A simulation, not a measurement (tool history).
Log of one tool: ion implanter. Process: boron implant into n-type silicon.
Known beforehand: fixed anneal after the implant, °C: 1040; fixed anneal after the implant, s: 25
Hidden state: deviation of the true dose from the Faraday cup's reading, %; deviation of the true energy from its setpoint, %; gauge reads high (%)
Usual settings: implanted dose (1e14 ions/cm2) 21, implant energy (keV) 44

run	hour	implanted dose (1e14 ions/cm2)	implant energy (keV)	wafers since the last listed run	hours since the last dose calibration	hours since the extraction supply was calibrated	hours since the gauge calibration	read-back reference wafer on the same gauge, sheet resistance	sheet resistance of the implanted and annealed layer (ohm/square)
1	0	21	44	0	302.7	5205.8	152.4	55.91	58.93
2	11.3	21	44	275	314	5217.1	163.7	55.82	59.34
3	21.2	21	44	241	323.9	5227	173.6	55.93	59.38
4	36.1	21	44	362	338.8	5241.9	188.5	55.82	59.08
5	43.7	21	44	185	346.4	5249.5	196.1	55.88	59.11
6	60.1	23.55	44	399	362.8	5265.9	212.5	55.92	54.09
# hour 73: gauge calibrated
7	77.4	22.87	44	421	380.1	5283.2	4.4	55.92	55.3
8	89.5	22.87	44	294	392.2	5295.3	16.5	55.92	54.88
9	101.8	22.87	44	299	404.5	5307.6	28.8	55.9	55.33
10	117.3	21	44	377	420	5323.1	44.3	55.92	59.31
11	127.1	16.52	48.5	238	429.8	5332.9	54.1	55.87	72.35
12	133.1	21	52.5	146	435.8	5338.9	60.1	55.94	58.57
# hour 141.2: extraction supply calibrated
13	145.6	21	55.5	109	448.3	4.4	72.6	55.92	58.26
14	153.6	18.7	58.5	194	456.3	12.4	80.6	55.88	64.54
# hour 168.4: Faraday cup replaced and dose calibrated
15	168.9	22.87	44	177	0.5	27.7	95.9	55.88	53.42
16	194.9	21	44	633	26.5	53.7	121.9	55.87	57.42
17	208.4	17.01	35.5	328	40	67.2	135.4	55.93	70.58
18	223.8	15.93	44	375	55.4	82.6	150.8	55.87	73.36
19	236	23.32	35	297	67.6	94.8	163	55.89	55.04

What if the next run were any one of these 5? Each begins from the tool's condition after run 19:
A	236.4	21	44	9	68	95.2	163.4	?	?
B	236.4	25.94	49	9	68	95.2	163.4	?	?
C	236.4	21	38	9	68	95.2	163.4	?	?
D	236.4	23.81	32.5	9	68	95.2	163.4	?	?
E	236.4	24.24	39.5	9	68	95.2	163.4	?	?

run	read-back reference wafer on the same gauge, sheet resistance	sheet resistance of the implanted and annealed layer (ohm/square)
A	55.84	58.12
B	55.84	48.38
C	55.84	59
D	55.84	54.59
E	55.84	52.32
Without the tool's hidden state the same runs would have given:
run	sheet resistance of the implanted and annealed layer (ohm/square)
A	57.39
B	47.82
C	58.28
D	54
E	51.72

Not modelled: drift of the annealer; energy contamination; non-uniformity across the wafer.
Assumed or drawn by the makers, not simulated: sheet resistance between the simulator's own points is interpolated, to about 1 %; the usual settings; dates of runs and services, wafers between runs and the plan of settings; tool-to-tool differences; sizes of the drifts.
